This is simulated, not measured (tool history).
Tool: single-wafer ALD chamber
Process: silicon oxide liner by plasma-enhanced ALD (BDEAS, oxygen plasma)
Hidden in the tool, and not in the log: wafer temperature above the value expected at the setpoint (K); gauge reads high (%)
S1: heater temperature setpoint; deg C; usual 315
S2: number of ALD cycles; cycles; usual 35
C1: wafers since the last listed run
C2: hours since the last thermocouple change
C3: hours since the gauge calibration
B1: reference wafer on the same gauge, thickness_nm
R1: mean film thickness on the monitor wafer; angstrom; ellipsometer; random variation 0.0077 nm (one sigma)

Run 1, hour 0: usual settings; C1 0; C2 1147.6; C3 1244.5; B1 3.41. Result: R1 30.58 angstrom.
Run 2, hour 97.4: usual settings but S1 326 deg C; C1 764; C2 1245; C3 1341.9; B1 3.408. Result: R1 30.18 angstrom.
Run 3, hour 177.8: usual settings; C1 630; C2 1325.4; C3 1422.3; B1 3.402. Result: R1 30.58 angstrom.
Run 4, hour 245.9: usual settings but S2 40 cycles; C1 534; C2 1393.5; C3 1490.4; B1 3.404. Result: R1 34.93 angstrom.
At hour 306.9: thermocouple changed; heater temperature recalibrated.
Run 5, hour 339.2: usual settings; C1 669; C2 32.3; C3 1583.7; B1 3.398. Result: R1 30.49 angstrom.
Run 6, hour 388.9: usual settings; C1 390; C2 82; C3 1633.4; B1 3.397. Result: R1 30.42 angstrom.
Run 7, hour 534.6: usual settings; C1 1143; C2 227.7; C3 1779.1; B1 3.39. Result: R1 30.39 angstrom.
Run 8, hour 630.6: usual settings but S1 308 deg C; C1 753; C2 323.7; C3 1875.1; B1 3.389. Result: R1 30.62 angstrom.
Run 9, hour 736.6: usual settings but S1 320 deg C; C1 831; C2 429.7; C3 1981.1; B1 3.382. Result: R1 30.17 angstrom.
Run 10, hour 818.3: usual settings but S1 320 deg C; C1 641; C2 511.4; C3 2062.8; B1 3.374. Result: R1 30.13 angstrom.
Run 11, hour 913.8: usual settings but S1 320 deg C; C1 749; C2 606.9; C3 2158.3; B1 3.372. Result: R1 30.23 angstrom.
Run 12, hour 971.9: usual settings but S1 323 deg C, S2 38 cycles; C1 455; C2 665; C3 2216.4; B1 3.367. Result: R1 32.49 angstrom.
Run 13, hour 1020: usual settings but S1 323 deg C, S2 38 cycles; C1 377; C2 713.1; C3 2264.5; B1 3.365. Result: R1 32.47 angstrom.
Run 14, hour 1069.5: usual settings but S1 323 deg C, S2 38 cycles; C1 388; C2 762.6; C3 2314; B1 3.363. Result: R1 32.45 angstrom.
Run 15, hour 1130.8: usual settings; C1 481; C2 823.9; C3 2375.3; B1 3.358. Result: R1 30.12 angstrom.
Run 16, hour 1228: usual settings but S1 311 deg C; C1 762; C2 921.1; C3 2472.5; B1 3.351. Result: R1 30.18 angstrom.
Run 17, hour 1311.3: usual settings but S1 301 deg C; C1 653; C2 1004.4; C3 2555.8; B1 3.346. Result: R1 30.59 angstrom.
Run 18, hour 1353.1: usual settings but S1 311 deg C, S2 37 cycles; C1 328; C2 1046.2; C3 2597.6; B1 3.342. Result: R1 31.84 angstrom.
Run 19, hour 1443.2: usual settings but S1 321 deg C, S2 38 cycles; C1 707; C2 1136.3; C3 2687.7; B1 3.336. Result: R1 32.38 angstrom.
At hour 1586: gauge calibrated.
Run 20, hour 1766.8: usual settings but S1 305 deg C, S2 39 cycles; C1 2539; C2 1459.9; C3 180.8; B1 3.423. Result: R1 34.46 angstrom.
At hour 1811.8: thermocouple changed; heater temperature recalibrated.
Run 21, hour 1834.2: usual settings but S2 37 cycles; C1 466; C2 22.4; C3 248.2; B1 3.422. Result: R1 32.54 angstrom.
Run 22, hour 1880.8: usual settings but S1 330 deg C; C1 365; C2 69; C3 294.8; B1 3.424. Result: R1 30.09 angstrom.
Run 23, hour 1990.5: usual settings but S1 327 deg C, S2 37 cycles; C1 860; C2 178.7; C3 404.5; B1 3.421. Result: R1 31.97 angstrom.
Run 24, hour 2211.2: usual settings but S1 322 deg C, S2 40 cycles; C1 1731; C2 399.4; C3 625.2; B1 3.417. Result: R1 34.79 angstrom.
Run 25, hour 2350.6: usual settings; C1 1093; C2 538.8; C3 764.6; B1 3.415. Result: R1 30.57 angstrom.
Run 26, hour 2387.9: usual settings but S1 308 deg C, S2 32 cycles; C1 292; C2 576.1; C3 801.9; B1 3.416. Result: R1 28.26 angstrom.
Run 27, hour 2482.6: usual settings but S1 329 deg C; C1 743; C2 670.8; C3 896.6; B1 3.414. Result: R1 30.07 angstrom.

The next listed run, before its measurement:
Run 28, hour 2587.6: usual settings but S1 309 deg C; C1 823; C2 775.8; C3 1001.6; B1 ?. Result: R1 ?.

B1: 3.41
R1: 30.95 angstrom
Without the tool's hidden state the same run would have given R1 31.04 angstrom.

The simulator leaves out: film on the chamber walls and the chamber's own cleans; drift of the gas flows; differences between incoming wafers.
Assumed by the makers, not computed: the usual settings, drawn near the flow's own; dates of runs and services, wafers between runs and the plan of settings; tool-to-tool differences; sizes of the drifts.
